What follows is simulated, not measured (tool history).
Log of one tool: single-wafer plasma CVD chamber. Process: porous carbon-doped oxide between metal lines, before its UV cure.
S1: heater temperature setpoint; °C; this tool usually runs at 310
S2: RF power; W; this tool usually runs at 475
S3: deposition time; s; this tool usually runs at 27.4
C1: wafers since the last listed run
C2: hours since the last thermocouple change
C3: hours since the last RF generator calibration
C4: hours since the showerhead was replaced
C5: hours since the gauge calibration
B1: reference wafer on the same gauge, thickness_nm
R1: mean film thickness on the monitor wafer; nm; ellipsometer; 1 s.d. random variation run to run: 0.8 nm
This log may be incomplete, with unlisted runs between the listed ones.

{"run": 1, "day": 0.0, "S1": 310, "S2": 475, "S3": 27.4, "C1": 0, "C2": 162.2, "C3": 182.2, "C4": 5738.6, "C5": 1214.1, "B1": 131.038, "R1": 137.224}
{"run": 2, "day": 3.338, "S1": 310, "S2": 475, "S3": 27.4, "C1": 2391, "C2": 242.3, "C3": 262.3, "C4": 5818.7, "C5": 1294.2, "B1": 130.922, "R1": 135.838}
{"run": 3, "day": 15.721, "S1": 316, "S2": 475, "S3": 29.7, "C1": 8874, "C2": 539.5, "C3": 559.5, "C4": 6115.9, "C5": 1591.4, "B1": 131.182, "R1": 142.685}
{"run": 4, "day": 17.95, "S1": 316, "S2": 475, "S3": 29.7, "C1": 1597, "C2": 593, "C3": 613, "C4": 6169.4, "C5": 1644.9, "B1": 130.423, "R1": 143.522}
{"run": 5, "day": 22.325, "S1": 316, "S2": 475, "S3": 29.7, "C1": 3135, "C2": 698, "C3": 718, "C4": 6274.4, "C5": 1749.9, "B1": 131.036, "R1": 141.366}
{"run": 6, "day": 25.221, "S1": 310, "S2": 475, "S3": 27.4, "C1": 2075, "C2": 767.5, "C3": 787.5, "C4": 6343.9, "C5": 1819.4, "B1": 130.954, "R1": 136.489}
{"run": 7, "day": 27.262, "S1": 310, "S2": 475, "S3": 27.4, "C1": 1463, "C2": 816.5, "C3": 836.5, "C4": 6392.9, "C5": 1868.4, "B1": 130.482, "R1": 135.763}
{"run": 8, "day": 31.071, "S1": 310, "S2": 475, "S3": 27.4, "C1": 2729, "C2": 907.9, "C3": 927.9, "C4": 6484.3, "C5": 1959.8, "B1": 130.716, "R1": 136.287}
{"run": 9, "day": 34.808, "S1": 320, "S2": 475, "S3": 27.4, "C1": 2678, "C2": 997.6, "C3": 1017.6, "C4": 6574, "C5": 2049.5, "B1": 131.114, "R1": 129.941}
{"run": 10, "day": 37.129, "S1": 320, "S2": 475, "S3": 27.4, "C1": 1663, "C2": 1053.3, "C3": 1073.3, "C4": 6629.7, "C5": 2105.2, "B1": 130.977, "R1": 130.862}
{"run": 11, "day": 40.279, "S1": 310, "S2": 475, "S3": 29.1, "C1": 2257, "C2": 1128.9, "C3": 1148.9, "C4": 6705.3, "C5": 2180.8, "B1": 131.107, "R1": 145.156}
{"run": 12, "day": 44.667, "S1": 310, "S2": 475, "S3": 27.4, "C1": 3144, "C2": 1234.2, "C3": 1254.2, "C4": 6810.6, "C5": 2286.1, "B1": 131.343, "R1": 137.655}
{"run": 13, "day": 49.054, "S1": 302, "S2": 475, "S3": 27.4, "C1": 3144, "C2": 1339.5, "C3": 1359.5, "C4": 6915.9, "C5": 2391.4, "B1": 130.881, "R1": 143.575}
{"run": 14, "day": 51.062, "S1": 310, "S2": 475, "S3": 27.4, "C1": 1439, "C2": 1387.7, "C3": 1407.7, "C4": 6964.1, "C5": 2439.6, "B1": 130.608, "R1": 137.486}
{"run": 15, "day": 53.517, "S1": 310, "S2": 475, "S3": 27.4, "C1": 1758, "C2": 1446.6, "C3": 1466.6, "C4": 7023, "C5": 2498.5, "B1": 130.728, "R1": 136.498}
{"run": 16, "day": 55.512, "S1": 300, "S2": 475, "S3": 30.9, "C1": 1430, "C2": 1494.5, "C3": 1514.5, "C4": 7070.9, "C5": 2546.4, "B1": 131.158, "R1": 162.59}
{"run": 17, "day": 58.692, "S1": 310, "S2": 540, "S3": 25.9, "C1": 2278, "C2": 1570.8, "C3": 1590.8, "C4": 7147.2, "C5": 2622.7, "B1": 131.144, "R1": 143.803}
{"run": 18, "day": 61.425, "S1": 314, "S2": 410, "S3": 27.4, "C1": 1958, "C2": 1636.4, "C3": 1656.4, "C4": 7212.8, "C5": 2688.3, "B1": 130.95, "R1": 119.472}
{"day": 62.517, "done": "showerhead replaced"}
{"run": 19, "day": 64.7, "S1": 325, "S2": 515, "S3": 22.4, "C1": 2108, "C2": 1715, "C3": 1735, "C4": 52.4, "C5": 2766.9, "B1": 131.264, "R1": 113.131}
{"run": 20, "day": 67.308, "S1": 310, "S2": 430, "S3": 27.4, "C1": 1869, "C2": 1777.6, "C3": 1797.6, "C4": 115, "C5": 2829.5, "B1": 131.174, "R1": 127.058}
{"day": 67.346, "done": "gauge calibrated"}
{"day": 68.475, "done": "RF generator calibrated"}
{"run": 21, "day": 69.475, "S1": 310, "S2": 555, "S3": 27.4, "C1": 1313, "C2": 1829.6, "C3": 24, "C4": 167, "C5": 51.1, "B1": 131.577, "R1": 155.068}
{"run": 22, "day": 71.85, "S1": 324, "S2": 395, "S3": 31.6, "C1": 1701, "C2": 1886.6, "C3": 81, "C4": 224, "C5": 108.1, "B1": 130.998, "R1": 127.521}
{"run": 23, "day": 74.496, "S1": 310, "S2": 475, "S3": 27.4, "C1": 1896, "C2": 1950.1, "C3": 144.5, "C4": 287.5, "C5": 171.6, "B1": 131.197, "R1": 139.258}
{"day": 76.412, "done": "thermocouple changed; heater temperature recalibrated"}
{"run": 24, "day": 76.467, "S1": 310, "S2": 475, "S3": 31.4, "C1": 1173, "C2": 1.3, "C3": 191.8, "C4": 334.8, "C5": 218.9, "B1": 130.929, "R1": 154.367}
{"run": 25, "day": 79.325, "S1": 319, "S2": 395, "S3": 24.6, "C1": 2048, "C2": 69.9, "C3": 260.4, "C4": 403.4, "C5": 287.5, "B1": 131.001, "R1": 99.28}
{"run": 26, "day": 83.717, "S1": 316, "S2": 420, "S3": 32.6, "C1": 3147, "C2": 175.3, "C3": 365.8, "C4": 508.8, "C5": 392.9, "B1": 131.325, "R1": 140.895}
{"run": 27, "day": 86.471, "S1": 323, "S2": 475, "S3": 27.4, "C1": 1973, "C2": 241.4, "C3": 431.9, "C4": 574.9, "C5": 459, "B1": 131.36, "R1": 127.142}
{"run": 28, "day": 90.438, "S1": 310, "S2": 505, "S3": 29.1, "C1": 2842, "C2": 336.6, "C3": 527.1, "C4": 670.1, "C5": 554.2, "B1": 131.122, "R1": 151.097}
{"run": 29, "day": 92.596, "S1": 310, "S2": 475, "S3": 27.4, "C1": 1546, "C2": 388.4, "C3": 578.9, "C4": 721.9, "C5": 606, "B1": 131.281, "R1": 135.143}
{"run": 30, "day": 94.862, "S1": 296, "S2": 400, "S3": 24.6, "C1": 1624, "C2": 442.8, "C3": 633.3, "C4": 776.3, "C5": 660.4, "B1": 131.048, "R1": 111.757}
{"run": 31, "day": 96.779, "S1": 314, "S2": 515, "S3": 22.7, "C1": 1373, "C2": 488.8, "C3": 679.3, "C4": 822.3, "C5": 706.4, "B1": 131.046, "R1": 117.944}
{"run": 32, "day": 99.829, "S1": 316, "S2": 520, "S3": 24, "C1": 2185, "C2": 562, "C3": 752.5, "C4": 895.5, "C5": 779.6, "B1": 130.915, "R1": 123.481}
{"run": 33, "day": 103.504, "S1": 314, "S2": 410, "S3": 27.4, "C1": 2633, "C2": 650.2, "C3": 840.7, "C4": 983.7, "C5": 867.8, "B1": 131.023, "R1": 116.457}

The logged runs with the hidden state left out (each run's random variation unchanged):
The tool's hidden condition here consists of: wafer temperature above the value expected at the setpoint (K); delivered RF power above the setpoint (%); gauge reads high (%).
run=1 R1=137.271
run=2 R1=135.85
run=3 R1=142.446
run=4 R1=143.216
run=5 R1=140.919
run=6 R1=135.927
run=7 R1=135.121
run=8 R1=135.473
run=9 R1=129.041
run=10 R1=129.844
run=11 R1=143.771
run=12 R1=136.07
run=13 R1=141.567
run=14 R1=135.467
run=15 R1=134.313
run=16 R1=159.679
run=17 R1=141.076
run=18 R1=117.097
run=19 R1=110.784
run=20 R1=123.956
run=21 R1=151.053
run=22 R1=124.275
run=23 R1=135.154
run=24 R1=154.163
run=25 R1=99.152
run=26 R1=140.684
run=27 R1=126.934
run=28 R1=150.761
run=29 R1=134.803
run=30 R1=111.413
run=31 R1=117.578
run=32 R1=123.029
run=33 R1=115.934
